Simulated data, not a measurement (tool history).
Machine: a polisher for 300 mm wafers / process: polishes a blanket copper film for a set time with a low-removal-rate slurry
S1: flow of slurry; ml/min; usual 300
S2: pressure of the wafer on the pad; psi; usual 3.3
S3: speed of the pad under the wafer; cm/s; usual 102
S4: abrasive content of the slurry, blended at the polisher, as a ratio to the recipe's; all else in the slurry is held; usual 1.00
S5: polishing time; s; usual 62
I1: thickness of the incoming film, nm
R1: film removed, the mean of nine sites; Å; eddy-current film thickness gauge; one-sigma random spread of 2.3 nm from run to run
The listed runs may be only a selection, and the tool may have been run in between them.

Run 1, hour 0.0: usual settings but S1 220 ml/min, S2 3.9 psi; I1 1530.9. Result: R1 2846 Å.
Run 2, hour 32.4: usual settings but S1 220 ml/min, S2 3.9 psi; I1 1510.1. Result: R1 2799 Å.
Run 3, hour 87.9: usual settings; I1 1529.1. Result: R1 2521 Å.
At hour 137.6: worn pad replaced by a new one.
Run 4, hour 157.3: usual settings but S4 1.25; I1 1530.5. Result: R1 2756 Å.
Run 5, hour 210.9: usual settings; I1 1525.7. Result: R1 2536 Å.
Run 6, hour 277.0: usual settings; I1 1531.6. Result: R1 2544 Å.
At hour 282.4: head pressure recalibrated.
At hour 287.9: slurry blender recalibrated.
At hour 290.4: worn pad replaced by a new one.
At hour 333.9: slurry nozzle cleaned.
Run 7, hour 334.4: usual settings but S1 255 ml/min; I1 1537.5. Result: R1 2536 Å.
At hour 458.6: worn pad replaced by a new one.
Run 8, hour 506.5: usual settings but S1 255 ml/min; I1 1520.1. Result: R1 2517 Å.
Run 9, hour 570.8: usual settings but S3 82 cm/s, S4 0.90, S5 74 s; I1 1526.2. Result: R1 2384 Å.
At hour 613.2: worn pad replaced by a new one.
Run 10, hour 621.1: usual settings but S4 1.25; I1 1530.5. Result: R1 2730 Å.
Run 11, hour 653.3: usual settings but S3 82 cm/s, S4 0.90, S5 74 s; I1 1533.2. Result: R1 2324 Å.
Run 12, hour 683.0: usual settings but S1 245 ml/min, S2 3.6 psi; I1 1512.6. Result: R1 2676 Å.
Run 13, hour 734.3: usual settings but S2 4.4 psi, S3 74 cm/s; I1 1514.3. Result: R1 2306 Å.
At hour 768.8: slurry blender recalibrated.
At hour 787.6: worn pad replaced by a new one.
Run 14, hour 797.1: usual settings but S2 2.7 psi, S3 128 cm/s, S4 1.25; I1 1522.7. Result: R1 3014 Å.
At hour 831.0: slurry nozzle cleaned.
Run 15, hour 838.8: usual settings; I1 1539.6. Result: R1 2584 Å.
Run 16, hour 893.4: usual settings but S1 240 ml/min, S2 2.1 psi; I1 1532.8. Result: R1 1850 Å.

Consider 4 possible next runs. They are alternatives, not a sequence: every one starts from the tool as it was left by run 16. What does each give?
Run A, hour 893.8: usual settings but S2 3.6 psi; I1 1489.1. Result: R1 ?.
Run B, hour 893.8: usual settings but S2 3.9 psi, S5 72 s; I1 1489.1. Result: R1 ?.
Run C, hour 893.8: usual settings but S4 1.15; I1 1489.1. Result: R1 ?.
Run D, hour 893.8: usual settings but S1 205 ml/min, S5 50 s; I1 1489.1. Result: R1 ?.

run    R1
  A  2707
  B  3338
  C  2668
  D  1982
Take away the tool's hidden state, keep each run's random variation, and the runs would have read:
run    R1
  A  2707
  B  3338
  C  2668
  D  1982
